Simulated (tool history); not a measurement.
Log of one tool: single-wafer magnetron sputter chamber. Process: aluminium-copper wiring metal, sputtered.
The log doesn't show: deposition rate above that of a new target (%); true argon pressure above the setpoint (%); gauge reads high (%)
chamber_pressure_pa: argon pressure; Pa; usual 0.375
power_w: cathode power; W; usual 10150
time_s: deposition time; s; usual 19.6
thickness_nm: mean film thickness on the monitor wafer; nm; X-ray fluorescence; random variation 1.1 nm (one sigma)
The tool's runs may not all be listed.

run    day  chamber_pressure_pa  power_w  time_s  wafers since the last listed run  wafers on the sputter target  hours since the last manometer calibration  hours since the magnet pack was replaced  hours since the gauge calibration  read-back reference wafer on the same gauge, thickness_nm  thickness_nm
  1  0.000                0.481    10150    19.6                                 0                          2926                                      1883.8                                    6305.0                              158.9                                                    429.666       347.611
  2  0.288                0.490    10150    17.8                               130                          3056                                      1890.7                                    6311.9                              165.8                                                    430.252       314.791
  3  0.821                0.490    10150    17.8                               241                          3298                                      1903.5                                    6324.7                              178.6                                                    430.765       312.818
  4  1.150                0.375     8650    19.6                               149                          3447                                      1911.4                                    6332.6                              186.5                                                    429.554       314.862
  5  1.554                0.375     8650    19.6                               183                          3630                                      1921.1                                    6342.3                              196.2                                                    430.349       313.651
  6  2.071                0.375     8650    19.6                               234                          3864                                      1933.5                                    6354.7                              208.6                                                    430.179       314.454
     2.908  -- capacitance manometer re-zeroed and calibrated
  7  2.929                0.375     8400    19.6                               237                          4102                                         0.5                                    6375.3                              229.2                                                    430.206       304.346
     3.067  -- gauge calibrated
  8  3.396                0.375    10150    19.6                               211                          4314                                        11.7                                    6386.5                                7.9                                                    429.761       367.814
  9  3.733                0.375    10150    19.6                               152                          4467                                        19.8                                    6394.6                               16.0                                                    430.163       367.671
     4.492  -- sputter target and shields replaced
     4.550  -- magnet pack replaced
 10  4.571                0.278     8900    19.6                               200                             8                                        39.9                                       0.5                               36.1                                                    429.981       348.257
 11  4.912                0.501    10150    23.5                               154                           163                                        48.1                                       8.7                               44.3                                                    429.709       417.624
 12  5.392                0.318    11300    22.5                               217                           380                                        59.6                                      20.2                               55.8                                                    430.184       496.391
 13  5.750                0.375    10150    19.6                               162                           543                                        68.2                                      28.8                               64.4                                                    430.242       373.671
 14  6.283                0.486    12200    18.2                               241                           784                                        81.0                                      41.6                               77.2                                                    429.640       390.737
 15  6.842                0.475    11100    17.0                               253                          1037                                        94.4                                      55.0                               90.6                                                    430.035       334.617
 16  7.121                0.493     8000    19.6                               126                          1164                                       101.1                                      61.7                               97.3                                                    430.063       274.377
 17  7.804                0.375    10150    19.6                               309                          1474                                       117.5                                      78.1                              113.7                                                    430.243       372.212
 18  8.396                0.375    10150    19.6                               268                          1742                                       131.7                                      92.3                              127.9                                                    429.959       370.220
 19  8.683                0.375    10150    19.6                               130                          1872                                       138.6                                      99.2                              134.8                                                    430.042       370.752

3 ways to go on from here, each from the tool as it stands after run 19. What would each give?
  A  8.700                0.375    10150    17.3                                 7                          1880                                       139.0                                      99.6                              135.2                                                          ?             ?
  B  8.700                0.417    12400    23.4                                 7                          1880                                       139.0                                      99.6                              135.2                                                          ?             ?
  C  8.700                0.273     9350    22.6                                 7                          1880                                       139.0                                      99.6                              135.2                                                          ?             ?

run  read-back reference wafer on the same gauge, thickness_nm  thickness_nm
  A                                                    429.561       327.520
  B                                                    429.561       528.066
  C                                                    429.561       418.785
Without the tool's hidden state the same runs would have given:
run  thickness_nm
  A       334.249
  B       538.916
  C       427.390

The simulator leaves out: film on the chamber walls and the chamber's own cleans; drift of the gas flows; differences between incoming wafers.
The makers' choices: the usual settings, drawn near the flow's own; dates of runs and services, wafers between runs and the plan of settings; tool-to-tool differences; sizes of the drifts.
